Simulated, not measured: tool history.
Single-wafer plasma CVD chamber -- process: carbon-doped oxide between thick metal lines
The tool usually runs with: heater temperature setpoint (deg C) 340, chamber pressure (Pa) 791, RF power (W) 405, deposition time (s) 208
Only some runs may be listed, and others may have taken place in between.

run,day,heater temperature setpoint (deg C),chamber pressure (Pa),RF power (W),deposition time (s),wafers since the last listed run,hours since the last thermocouple change,hours since the last RF generator calibration,hours since the last manometer calibration,hours since the showerhead was replaced,hours since the gauge calibration,"read-back reference wafer on the same gauge, thickness_nm",mean film thickness on the monitor wafer (Å)
1,0,340,656,405,208,0,2659.7,1265.3,1789.3,5746.4,386.3,819.378,9645.67
2,0.654,340,791,405,208,169,2675.4,1281,1805,5762.1,402,820.107,9835.28
3,1.612,340,791,405,208,248,2698.4,1304,1828,5785.1,425,819.651,9824.16
4,2.517,340,791,405,198,234,2720.1,1325.7,1849.7,5806.8,446.7,820.623,9328.95
5,3.721,340,791,405,229,311,2749,1354.6,1878.6,5835.7,475.6,819.625,10819.24
6,4.275,340,791,405,208,143,2762.3,1367.9,1891.9,5849,488.9,819.978,9839.31
7,5.617,340,791,405,208,347,2794.5,1400.1,1924.1,5881.2,521.1,819.636,9837.08
8,6.438,340,791,405,208,212,2814.2,1419.8,1943.8,5900.9,540.8,820.087,9800.23
9,7.542,340,864,430,208,285,2840.7,1446.3,1970.3,5927.4,567.3,820.282,10460.29
# day 8.8: showerhead replaced
10,8.821,340,791,435,208,244,2871.4,1477,2001,0.5,598,819.511,10418.1
11,9.912,340,791,405,233,282,2897.6,1503.2,2027.2,26.7,624.2,819.369,10999
# day 10.671: RF generator calibrated
12,11.312,340,791,405,233,276,2931.2,15.4,2060.8,60.3,657.8,820.081,10681.44
13,12.25,340,791,405,233,242,2953.7,37.9,2083.3,82.8,680.3,820.283,10667.72
# day 13.15: capacitance manometer re-zeroed and calibrated
14,13.633,340,708,405,183,271,2986.9,71.1,11.6,116,713.5,820.332,8290.89
15,14.504,340,791,405,208,225,3007.8,92,32.5,136.9,734.4,819.523,9493.84
# day 15.404: thermocouple changed; heater temperature recalibrated
# day 15.492: RF generator calibrated, repeated, since the last time left the tool worse
16,15.512,340,943,330,208,152,2.6,0.5,56.7,161.1,758.6,819.427,8288.58
17,16.075,349,791,405,208,145,16.1,14,70.2,174.6,772.1,819.939,9910.17
18,16.883,340,791,405,208,209,35.5,33.4,89.6,194,791.5,819.393,10110.73
19,17.475,340,979,405,231,153,49.7,47.6,103.8,208.2,805.7,820.025,11413.13
20,18.792,340,941,375,208,341,81.3,79.2,135.4,239.8,837.3,819.744,9477.98
21,19.654,336,791,405,208,223,102,99.9,156.1,260.5,858,818.986,10223.82
# day 20.225: gauge calibrated
22,20.696,340,931,405,187,269,127,124.9,181.1,285.5,11.3,820.206,9224.19
23,21.421,345,913,425,242,187,144.4,142.3,198.5,302.9,28.7,819.601,12324.34
24,22.9,347,791,405,208,383,179.9,177.8,234,338.4,64.2,820.139,9907.41
25,24.071,340,791,350,208,303,208,205.9,262.1,366.5,92.3,820.693,8702.61

Run 26, settings as shown, results not yet in. Your forecast:
26,26.196,328,843,485,208,550,259,256.9,313.1,417.5,143.3,?,?

{"run 26": {"read-back reference wafer on the same gauge, thickness_nm": 819.33, "mean film thickness on the monitor wafer (Å)": 12283.38}}
Take away the tool's hidden state, keep the run-to-run variation as it was, and the same run would have given mean film thickness on the monitor wafer (Å) 12401.11.
